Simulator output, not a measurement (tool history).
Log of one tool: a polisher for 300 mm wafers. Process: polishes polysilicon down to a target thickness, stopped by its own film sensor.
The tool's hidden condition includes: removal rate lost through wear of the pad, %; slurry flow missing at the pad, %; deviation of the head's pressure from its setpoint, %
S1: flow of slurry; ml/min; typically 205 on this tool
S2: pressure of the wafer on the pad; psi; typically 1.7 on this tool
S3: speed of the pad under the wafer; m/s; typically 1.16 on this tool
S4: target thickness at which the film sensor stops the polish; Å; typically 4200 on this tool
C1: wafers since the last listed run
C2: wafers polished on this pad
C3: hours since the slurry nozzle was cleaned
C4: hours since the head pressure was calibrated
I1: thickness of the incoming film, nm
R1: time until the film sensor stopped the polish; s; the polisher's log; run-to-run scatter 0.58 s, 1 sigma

run	hour	S1	S2	S3	S4	C1	C2	C3	C4	I1	R1
1	0	180	1.7	1.34	4200	0	21	343	1192.3	658.6	52.1
2	16	205	1.7	1.16	4200	139	160	359	1208.3	655.4	58.1
3	50.3	205	1.7	1.16	4200	298	459	393.3	1242.6	671.8	61.6
# hour 53.3: slurry nozzle cleaned
4	83.3	205	1.7	1.16	4200	278	738	30	1275.6	665	58.8
5	108	160	1.7	1.16	4200	215	953	54.7	1300.3	666	62.2
6	137.4	160	1.7	1.16	4200	256	1209	84.1	1329.7	661.7	61.3
7	160.9	205	1.7	1.16	4200	204	1414	107.6	1353.2	665.4	60.3
# hour 184.7: worn pad replaced by a new one
8	193.6	205	1.7	1.16	4200	250	77	140.3	1385.9	649.6	55.1
9	205.8	205	1.7	1.16	3970	106	184	152.5	1398.1	662.4	65.8
10	229.9	205	1.7	1.16	4200	210	394	176.6	1422.2	648.9	55.9
11	247.2	205	1.7	1.16	4200	150	544	193.9	1439.5	670.5	61.6
12	281.5	205	1.7	1.16	4200	298	843	228.2	1473.8	660.1	59.4
13	309.6	205	1.7	1.16	4200	244	1088	256.3	1501.9	658.8	59.4
14	334.8	205	1.7	1.16	4200	219	1308	281.5	1527.1	659.6	59.7
# hour 359.2: worn pad replaced by a new one
15	361.3	205	1.7	1.16	4200	196	17	308	1553.6	661.6	59.2
16	373.9	205	1.7	1.16	4200	109	127	320.6	1566.2	668.2	61.5
17	387.4	205	1.7	1.16	4200	117	245	334.1	1579.7	650.4	56.9
# hour 388.6: slurry nozzle cleaned
18	412.4	205	1.7	1.16	4200	209	454	23.8	1604.7	667.1	61.4
19	430.2	205	1.7	1.16	4200	155	609	41.6	1622.5	659.4	59.7
# hour 435.3: head pressure recalibrated
20	446.9	205	1.7	1.16	4200	128	737	58.3	11.6	660.8	54.8
21	464.2	205	1.7	1.16	4200	150	888	75.6	28.9	655	53.7
22	493.9	275	2.1	1.4	3870	258	1147	105.3	58.6	649	42.1
23	527.5	205	1.7	0.84	4990	292	1440	138.9	92.2	646.9	45.9
# hour 547.5: worn pad replaced by a new one
24	548.2	205	1.7	1.16	4200	145	6	159.6	112.9	659.6	54.4
25	575.5	205	1.7	0.82	4590	237	244	186.9	140.2	655	64
26	594.6	265	1.5	1.16	4440	166	410	206	159.3	655.5	51.8
27	660.1	255	1.9	0.76	3990	570	981	271.5	224.8	660.4	81.8
28	675.5	160	1.9	0.82	4200	134	1115	286.9	240.2	652.4	73.5
29	697.8	185	1.7	1.16	4530	194	1309	309.2	262.5	653.3	46.8
30	714.6	205	1.7	1.16	4200	146	1456	326	279.3	658.9	55.4
# hour 742.8: worn pad replaced by a new one
31	745	205	1.7	1.16	4200	230	19	356.4	309.7	647.2	52
# hour 760.7: slurry nozzle cleaned
32	765.5	170	1.7	1.16	4200	169	189	4.8	330.2	651.1	55.2
33	791.6	205	1.7	0.78	4200	227	416	30.9	356.3	656.7	79.2
34	824.9	205	2.1	1.16	4200	290	707	64.2	389.6	667.8	50.4
35	847.9	205	2	1.16	4200	200	907	87.2	412.6	669.4	52.3
36	862.2	205	1.7	1.16	4200	124	1032	101.5	426.9	656.6	54.6
# hour 904.6: worn pad replaced by a new one
37	923.7	175	1.9	1.38	4200	501	166	163	488.4	655.3	45.1
38	948.7	205	1.7	1.16	4200	217	384	188	513.4	647.5	52.9

For some of the steps in R1 from one run to the next: how much would appear even if the tool had no hidden state, given the settings, what came in and random variation, and how much remains for the hidden state plus any gauge scatter that the measured result and the result without hidden state don't share?
Run 8 -> 9: S4 4200 -> 3970. R1 +10.7 s: hidden state +0.8, all else +9.9.
Run 9 -> 10: S4 3970 -> 4200. R1 -9.9 s: hidden state -0.6, all else -9.3.
Run 19 -> 20: head pressure recalibrated. R1 -4.9 s: hidden state -4.9, all else +0.
Run 26 -> 27: S1 265 -> 255, S2 1.5 -> 1.9, S3 1.16 -> 0.76, S4 4440 -> 3990. R1 +30 s: hidden state +0.6, all else +29.4.
Run 28 -> 29: S1 160 -> 185, S2 1.9 -> 1.7, S3 0.82 -> 1.16, S4 4200 -> 4530. R1 -26.7 s: hidden state -0.4, all else -26.3.
Run 33 -> 34: S2 1.7 -> 2.1, S3 0.78 -> 1.16. R1 -28.8 s: hidden state -0.6, all else -28.2.

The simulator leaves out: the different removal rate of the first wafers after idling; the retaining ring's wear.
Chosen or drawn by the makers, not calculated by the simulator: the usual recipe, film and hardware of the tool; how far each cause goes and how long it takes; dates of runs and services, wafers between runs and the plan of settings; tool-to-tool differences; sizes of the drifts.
